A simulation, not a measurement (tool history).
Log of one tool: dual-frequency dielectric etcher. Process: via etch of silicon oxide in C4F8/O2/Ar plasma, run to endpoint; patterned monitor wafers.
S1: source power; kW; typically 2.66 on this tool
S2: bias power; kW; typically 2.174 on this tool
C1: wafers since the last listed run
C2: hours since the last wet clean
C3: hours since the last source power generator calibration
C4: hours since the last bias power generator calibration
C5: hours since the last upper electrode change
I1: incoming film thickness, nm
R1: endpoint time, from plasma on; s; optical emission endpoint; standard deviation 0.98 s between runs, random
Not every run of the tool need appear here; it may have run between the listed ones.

run 1 hour=0 | S1=2.66 S2=2.174 | C1=0 C2=97.2 C3=1006.1 C4=2775 C5=4790.1 | I1=1056.5 | R1=178.6
run 2 hour=25.7 | S1=2.66 S2=2.174 | C1=170 C2=122.9 C3=1031.8 C4=2800.7 C5=4815.8 | I1=1056.6 | R1=179.8
run 3 hour=153.9 | S1=2.66 S2=2.174 | C1=852 C2=251.1 C3=1160 C4=2928.9 C5=4944 | I1=1062.7 | R1=182.1
run 4 hour=201.7 | S1=2.66 S2=2.174 | C1=317 C2=298.9 C3=1207.8 C4=2976.7 C5=4991.8 | I1=1058 | R1=183.5
run 5 hour=236.1 | S1=2.66 S2=2.174 | C1=228 C2=333.3 C3=1242.2 C4=3011.1 C5=5026.2 | I1=1049.2 | R1=184.1
run 6 hour=290 | S1=2.66 S2=2.174 | C1=358 C2=387.2 C3=1296.1 C4=3065 C5=5080.1 | I1=1061.3 | R1=186.1
-- hour=357.1 wet clean of the chamber
-- hour=376.4 upper electrode replaced
run 7 hour=376.9 | S1=2.66 S2=2.174 | C1=289 C2=19.8 C3=1383 C4=3151.9 C5=0.5 | I1=1050 | R1=179.1
run 8 hour=401 | S1=2.84 S2=2.174 | C1=160 C2=43.9 C3=1407.1 C4=3176 C5=24.6 | I1=1061.1 | R1=177.6
-- hour=448.5 bias power generator calibrated
run 9 hour=462.2 | S1=2.24 S2=2.174 | C1=380 C2=105.1 C3=1468.3 C4=13.7 C5=85.8 | I1=1054.1 | R1=190.3
run 10 hour=488.6 | S1=2.24 S2=2.174 | C1=175 C2=131.5 C3=1494.7 C4=40.1 C5=112.2 | I1=1055 | R1=190.4
run 11 hour=518.6 | S1=2.66 S2=1.925 | C1=199 C2=161.5 C3=1524.7 C4=70.1 C5=142.2 | I1=1059.4 | R1=187.3
run 12 hour=579.6 | S1=2.66 S2=1.925 | C1=405 C2=222.5 C3=1585.7 C4=131.1 C5=203.2 | I1=1062.2 | R1=192
run 13 hour=623.8 | S1=2.66 S2=1.925 | C1=293 C2=266.7 C3=1629.9 C4=175.3 C5=247.4 | I1=1048.1 | R1=190.4
run 14 hour=677.2 | S1=2.66 S2=2.174 | C1=355 C2=320.1 C3=1683.3 C4=228.7 C5=300.8 | I1=1057.5 | R1=185.2
run 15 hour=740.4 | S1=2.66 S2=2.174 | C1=420 C2=383.3 C3=1746.5 C4=291.9 C5=364 | I1=1062.9 | R1=189
run 16 hour=773 | S1=2.9 S2=2.328 | C1=216 C2=415.9 C3=1779.1 C4=324.5 C5=396.6 | I1=1061.4 | R1=179.5
-- hour=817.2 wet clean of the chamber
run 17 hour=817.7 | S1=2.66 S2=1.925 | C1=137 C2=0.5 C3=1823.8 C4=369.2 C5=441.3 | I1=1042.8 | R1=181.6
run 18 hour=870.2 | S1=3.24 S2=2.394 | C1=349 C2=53 C3=1876.3 C4=421.7 C5=493.8 | I1=1054.7 | R1=163.9
-- hour=921.6 source power generator calibrated
run 19 hour=928.8 | S1=2.66 S2=2.174 | C1=363 C2=111.6 C3=7.2 C4=480.3 C5=552.4 | I1=1049.9 | R1=179.9
run 20 hour=975.8 | S1=2.66 S2=2.174 | C1=312 C2=158.6 C3=54.2 C4=527.3 C5=599.4 | I1=1066.1 | R1=181.5
run 21 hour=1016.6 | S1=3.24 S2=2.642 | C1=271 C2=199.4 C3=95 C4=568.1 C5=640.2 | I1=1051.4 | R1=160.4
run 22 hour=1087.9 | S1=2.24 S2=2.388 | C1=474 C2=270.7 C3=166.3 C4=639.4 C5=711.5 | I1=1053.5 | R1=186.8
run 23 hour=1142.8 | S1=3.05 S2=2.512 | C1=365 C2=325.6 C3=221.2 C4=694.3 C5=766.4 | I1=1056.1 | R1=170.8
run 24 hour=1172 | S1=3.09 S2=1.753 | C1=194 C2=354.8 C3=250.4 C4=723.5 C5=795.6 | I1=1048.5 | R1=189.4
run 25 hour=1221.8 | S1=2.66 S2=2.705 | C1=331 C2=404.6 C3=300.2 C4=773.3 C5=845.4 | I1=1062.7 | R1=175.6
-- hour=1258.5 wet clean of the chamber
run 26 hour=1283.9 | S1=2.42 S2=2.587 | C1=253 C2=25.4 C3=362.3 C4=835.4 C5=907.5 | I1=1054.3 | R1=172.3

Run 27, settings as shown, results not yet in. Your forecast:
run 27 hour=1340.6 | S1=2.46 S2=2.429 | C1=377 C2=82.1 C3=419 C4=892.1 C5=964.2 | I1=1044.1 | R1=?

R1: 176.1 s
Without the tool's hidden state the same run would have given R1 172.7 s.
